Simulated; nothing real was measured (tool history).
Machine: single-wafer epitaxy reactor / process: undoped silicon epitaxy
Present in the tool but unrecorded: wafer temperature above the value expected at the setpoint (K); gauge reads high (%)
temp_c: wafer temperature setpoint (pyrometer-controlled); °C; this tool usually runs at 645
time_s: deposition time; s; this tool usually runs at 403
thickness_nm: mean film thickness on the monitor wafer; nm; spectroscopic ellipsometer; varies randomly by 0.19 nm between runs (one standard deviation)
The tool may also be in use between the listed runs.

run,day,temp_c,time_s,wafers since the last listed run,hours since the last pyrometer calibration,hours since the gauge calibration,"read-back reference wafer on the same gauge, thickness_nm",thickness_nm
1,0.000,645,403,0,1886.7,291.9,53.498,60.733
2,0.312,645,403,44,1894.2,299.4,53.480,60.202
3,0.842,645,403,74,1906.9,312.1,53.540,60.578
4,1.408,645,403,79,1920.5,325.7,53.502,60.239
5,1.933,645,403,73,1933.1,338.3,53.529,60.500
6,2.671,645,403,103,1950.8,356.0,53.491,60.267
7,3.125,645,403,63,1961.7,366.9,53.548,60.324
8,3.675,645,403,77,1974.9,380.1,53.498,60.478
9,4.388,645,403,100,1992.0,397.2,53.461,60.569
10,4.671,645,403,39,1998.8,404.0,53.503,60.337
# day 5.179: gauge calibrated
11,5.396,645,403,102,2016.2,5.2,53.520,60.316
12,6.025,645,403,88,2031.3,20.3,53.495,60.278
13,6.358,645,403,46,2039.3,28.3,53.555,60.569
14,6.775,645,403,58,2049.3,38.3,53.460,60.218
15,7.288,645,403,72,2061.6,50.6,53.437,60.558
16,7.962,645,465,95,2077.8,66.8,53.519,69.576
17,8.312,645,465,49,2086.2,75.2,53.500,69.505
18,8.917,645,465,85,2100.7,89.7,53.489,69.534
19,9.429,645,403,72,2113.0,102.0,53.549,60.290
# day 11.088: pyrometer calibrated
20,11.108,645,403,189,0.5,142.3,53.546,60.100
21,11.454,645,403,48,8.8,150.6,53.465,60.323
22,11.892,645,403,61,19.3,161.1,53.486,60.180
23,12.333,645,403,62,29.9,171.7,53.504,60.361
24,12.942,632,403,85,44.5,186.3,53.506,43.470
25,13.604,652,433,93,60.4,202.2,53.560,77.500
26,14.129,645,403,73,73.0,214.8,53.533,60.107
27,14.679,631,369,77,86.2,228.0,53.507,38.687
28,15.200,645,403,73,98.7,240.5,53.550,60.360
29,15.821,634,438,87,113.6,255.4,53.480,49.595
30,16.467,653,403,90,129.1,270.9,53.518,73.748
31,16.954,645,403,68,140.8,282.6,53.517,60.415
32,17.375,654,403,59,150.9,292.7,53.507,75.875
33,17.717,645,403,48,159.1,300.9,53.530,60.857
34,18.321,645,403,85,173.6,315.4,53.476,60.379
# day 18.729: gauge calibrated
35,18.992,638,355,94,189.7,6.3,53.505,44.524
36,19.379,631,403,54,199.0,15.6,53.500,42.326
37,19.929,632,340,77,212.2,28.8,53.462,36.575
38,20.604,645,433,95,228.4,45.0,53.529,64.867
39,21.117,645,403,72,240.7,57.3,53.551,60.507
40,21.762,645,403,90,256.2,72.8,53.504,60.329
41,22.254,655,403,69,268.0,84.6,53.466,77.643
42,22.725,645,403,66,279.3,95.9,53.470,60.812
43,23.296,630,455,80,293.0,109.6,53.536,46.427
44,23.583,645,328,40,299.9,116.5,53.503,49.169
45,23.925,645,403,48,308.1,124.7,53.459,60.612
46,24.267,656,465,48,316.3,132.9,53.521,91.900
47,24.896,645,403,88,331.4,148.0,53.495,60.373
48,25.462,651,403,79,345.0,161.6,53.528,70.095

3 options for the next run, each taken on its own from the tool as it stands now. Forecast them:
A,25.483,645,403,2,345.5,162.1,?,?
B,25.483,633,403,2,345.5,162.1,?,?
C,25.483,633,445,2,345.5,162.1,?,?

run,"read-back reference wafer on the same gauge, thickness_nm",thickness_nm
A,53.478,60.452
B,53.478,44.522
C,53.478,49.162
Had the tool no hidden state, the same runs would have come out as:
run,thickness_nm
A,60.452
B,44.522
C,49.162

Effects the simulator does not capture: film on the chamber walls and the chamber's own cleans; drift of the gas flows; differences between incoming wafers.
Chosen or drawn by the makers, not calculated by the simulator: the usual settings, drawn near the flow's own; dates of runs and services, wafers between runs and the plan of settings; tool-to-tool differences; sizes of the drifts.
